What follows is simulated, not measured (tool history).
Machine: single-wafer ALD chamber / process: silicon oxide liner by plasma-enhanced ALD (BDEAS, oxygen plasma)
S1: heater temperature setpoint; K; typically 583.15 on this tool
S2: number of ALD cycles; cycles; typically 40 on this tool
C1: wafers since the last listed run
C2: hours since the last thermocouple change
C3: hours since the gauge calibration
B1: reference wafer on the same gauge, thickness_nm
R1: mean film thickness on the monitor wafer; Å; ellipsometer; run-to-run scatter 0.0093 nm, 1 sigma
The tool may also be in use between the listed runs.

run      day      S1  S2    C1      C2      C3     B1     R1
  1    0.000  583.15  38     0   974.5  1350.5  3.839  35.85
  2    2.300  583.15  38   458  1029.7  1405.7  3.841  35.70
  3    4.700  583.15  40   478  1087.3  1463.3  3.845  37.82
  4    9.092  583.15  40   876  1192.7  1568.7  3.844  37.64
  5   11.496  583.15  40   479  1250.4  1626.4  3.844  37.56
  6   13.933  583.15  40   486  1308.9  1684.9  3.846  37.65
  7   17.121  583.15  40   636  1385.4  1761.4  3.850  37.52
  8   20.229  583.15  40   620  1460.0  1836.0  3.849  37.76
  9   24.500  583.15  44   852  1562.5  1938.5  3.852  41.51
      25.392  -- thermocouple changed; heater temperature recalibrated
 10   28.546  583.15  40   740    75.7  2035.6  3.852  37.69
 11   30.279  583.15  40   345   117.3  2077.2  3.853  37.56
 12   34.404  583.15  40   823   216.3  2176.2  3.855  37.88
 13   43.658  583.15  40  1846   438.4  2398.3  3.862  37.84
 14   45.933  591.15  40   453   493.0  2452.9  3.862  37.52
 15   49.112  591.15  40   634   569.3  2529.2  3.862  37.40
 16   50.629  591.15  40   302   605.7  2565.6  3.861  37.25
 17   53.762  574.15  40   625   680.9  2640.8  3.867  38.29
 18   56.908  574.15  40   627   756.4  2716.3  3.865  38.42
 19   60.521  583.15  42   720   843.1  2803.0  3.868  39.75
 20   62.542  583.15  42   403   891.6  2851.5  3.866  39.67
 21   65.412  583.15  46   572   960.5  2920.4  3.870  43.70
 22   69.404  583.15  46   796  1056.3  3016.2  3.869  43.60
 23   71.500  579.15  45   418  1106.6  3066.5  3.873  42.89
 24   75.104  583.15  34   719  1193.1  3153.0  3.875  32.28
      77.075  -- thermocouple changed; heater temperature recalibrated
 25   78.138  572.15  48   538    25.5  3225.8  3.877  46.23
 26   79.750  583.15  40   321    64.2  3264.5  3.876  38.06
 27   83.883  571.15  42   824   163.4  3363.7  3.878  40.54
 28   87.904  594.15  43   802   259.9  3460.2  3.881  40.54
 29   90.396  583.15  43   497   319.7  3520.0  3.879  40.95
 30   99.758  575.15  36  1868   544.4  3744.7  3.887  34.55
 31  101.746  583.15  33   396   592.1  3792.4  3.889  31.32
 32  104.183  595.15  47   486   650.6  3850.9  3.888  44.05
 33  108.321  583.15  40   825   749.9  3950.2  3.886  38.18
 34  111.758  583.15  40   685   832.4  4032.7  3.887  38.18
 35  114.896  594.15  44   626   907.7  4108.0  3.890  41.27
 36  119.321  574.15  32   883  1013.9  4214.2  3.890  30.89
     122.004  -- gauge calibrated
 37  122.762  583.15  40   686  1096.5    18.2  3.799  37.19
 38  126.975  583.15  40   840  1197.6   119.3  3.802  37.29
     128.029  -- thermocouple changed; heater temperature recalibrated
 39  128.571  589.15  47   251    13.0   157.6  3.802  43.41
 40  138.588  588.15  43  1998   253.4   398.0  3.806  39.85
 41  141.300  593.15  34   541   318.5   463.1  3.807  31.32
 42  145.183  574.15  38   774   411.7   556.3  3.808  35.76
 43  151.721  574.15  46  1304   568.6   713.2  3.810  43.43
 44  154.158  569.15  35   486   627.1   771.7  3.813  33.27
 45  157.562  583.15  40   679   708.8   853.4  3.813  37.33
 46  161.288  575.15  34   743   798.2   942.8  3.815  32.03

What if the next run were any one of these 4? Each begins from the tool's condition after run 46:
  A  161.308  583.15  40   4  798.7  943.3   ?   ?
  B  161.308  590.15  47   4  798.7  943.3   ?   ?
  C  161.308  597.15  40   4  798.7  943.3   ?   ?
  D  161.308  572.15  40   4  798.7  943.3   ?   ?

run     B1     R1
  A  3.813  37.34
  B  3.813  43.49
  C  3.813  36.68
  D  3.813  37.85
The same runs, with their run-to-run variation unchanged, on a tool lacking any hidden condition would have given:
run     R1
  A  37.18
  B  43.31
  C  36.53
  D  37.69
